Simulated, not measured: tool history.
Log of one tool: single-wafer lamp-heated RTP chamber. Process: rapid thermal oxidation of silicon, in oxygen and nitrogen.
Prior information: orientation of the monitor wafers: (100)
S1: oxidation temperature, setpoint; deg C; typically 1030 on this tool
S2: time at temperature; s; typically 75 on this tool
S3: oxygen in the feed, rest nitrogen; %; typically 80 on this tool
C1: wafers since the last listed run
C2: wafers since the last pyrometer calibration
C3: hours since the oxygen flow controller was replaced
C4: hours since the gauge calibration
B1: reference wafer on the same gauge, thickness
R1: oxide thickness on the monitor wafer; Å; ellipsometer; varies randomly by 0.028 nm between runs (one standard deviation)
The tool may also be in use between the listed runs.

run	hour	S1	S2	S3	C1	C2	C3	C4	B1	R1
1	0.0	1030	75	80	0	2337	1786.2	154.5	8.444	83.11
2	13.3	1007	75	80	70	2407	1799.5	167.8	8.445	70.44
3	25.9	1030	75	80	66	2474	1812.1	180.4	8.442	83.75
4	33.8	1030	75	80	41	2516	1820.0	188.3	8.445	83.33
5	46.7	1030	75	80	68	2584	1832.9	201.2	8.448	83.62
6	87.4	1030	75	80	215	2799	1873.6	241.9	8.451	82.79
7	96.1	1030	75	80	46	2845	1882.3	250.6	8.455	83.20
8	111.8	1030	75	80	83	2928	1898.0	266.3	8.458	83.64
9	121.7	1017	75	80	52	2981	1907.9	276.2	8.457	75.37
10	158.1	1017	75	80	192	3173	1944.3	312.6	8.449	75.77
11	175.4	1042	75	80	91	3265	1961.6	329.9	8.450	90.85
12	182.2	1030	75	68	35	3301	1968.4	336.7	8.459	78.65
# hour 195.2: pyrometer window cleaned and pyrometer calibrated
13	195.7	1030	75	80	29	2	1981.9	350.2	8.456	81.74
14	208.4	1030	75	80	67	70	1994.6	362.9	8.445	81.72
15	222.8	1030	75	80	76	146	2009.0	377.3	8.454	81.62
16	235.6	1020	93	80	67	214	2021.8	390.1	8.449	84.08
17	251.3	1020	93	80	83	297	2037.5	405.8	8.430	83.75
18	263.6	1030	75	98	65	362	2049.8	418.1	8.453	88.64
19	275.1	1030	62	64	60	423	2061.3	429.6	8.455	70.34
# hour 283.6: gauge calibrated
20	291.4	1030	101	80	86	509	2077.6	7.8	8.449	93.84
21	297.7	1012	63	89	33	542	2083.9	14.1	8.448	69.79
# hour 310.4: oxygen flow controller replaced
22	310.9	1050	102	98	27	570	0.5	27.3	8.448	116.56
23	320.8	1030	75	80	52	622	10.4	37.2	8.446	82.35
24	327.4	1043	75	53	34	657	17.0	43.8	8.448	78.28
25	335.3	1030	75	80	41	699	24.9	51.7	8.458	82.34
26	341.8	1008	43	52	34	733	31.4	58.2	8.450	48.00
27	351.2	1004	93	80	49	783	40.8	67.6	8.454	75.22
28	360.4	1040	48	80	48	831	50.0	76.8	8.451	72.20
29	377.2	1030	75	80	88	920	66.8	93.6	8.443	82.63
30	383.7	1030	75	70	34	955	73.3	100.1	8.436	79.25
31	396.8	1045	89	52	69	1024	86.4	113.2	8.442	85.55
32	407.3	1043	75	53	55	1080	96.9	123.7	8.449	78.23
33	418.9	1022	42	98	61	1141	108.5	135.3	8.448	65.39
34	432.3	1030	75	80	70	1212	121.9	148.7	8.451	82.77

Exercise: give the hidden state of the tool at every run:
deviation of the oxygen flow from its setpoint, %: 0 at every run
gauge reads high (%): 0 at every run
H1: true wafer temperature minus pyrometer reading, K
run	H1
1	3.32
2	3.34
3	3.36
4	3.38
5	3.4
6	3.45
7	3.46
8	3.48
9	3.49
10	3.53
11	3.54
12	3.55
13	0.385
14	0.595
15	0.817
16	1
17	1.21
18	1.37
19	1.5
20	1.68
21	1.75
22	1.88
23	1.97
24	2.03
25	2.1
26	2.16
27	2.23
28	2.3
29	2.43
30	2.47
31	2.56
32	2.62
33	2.69
34	2.76
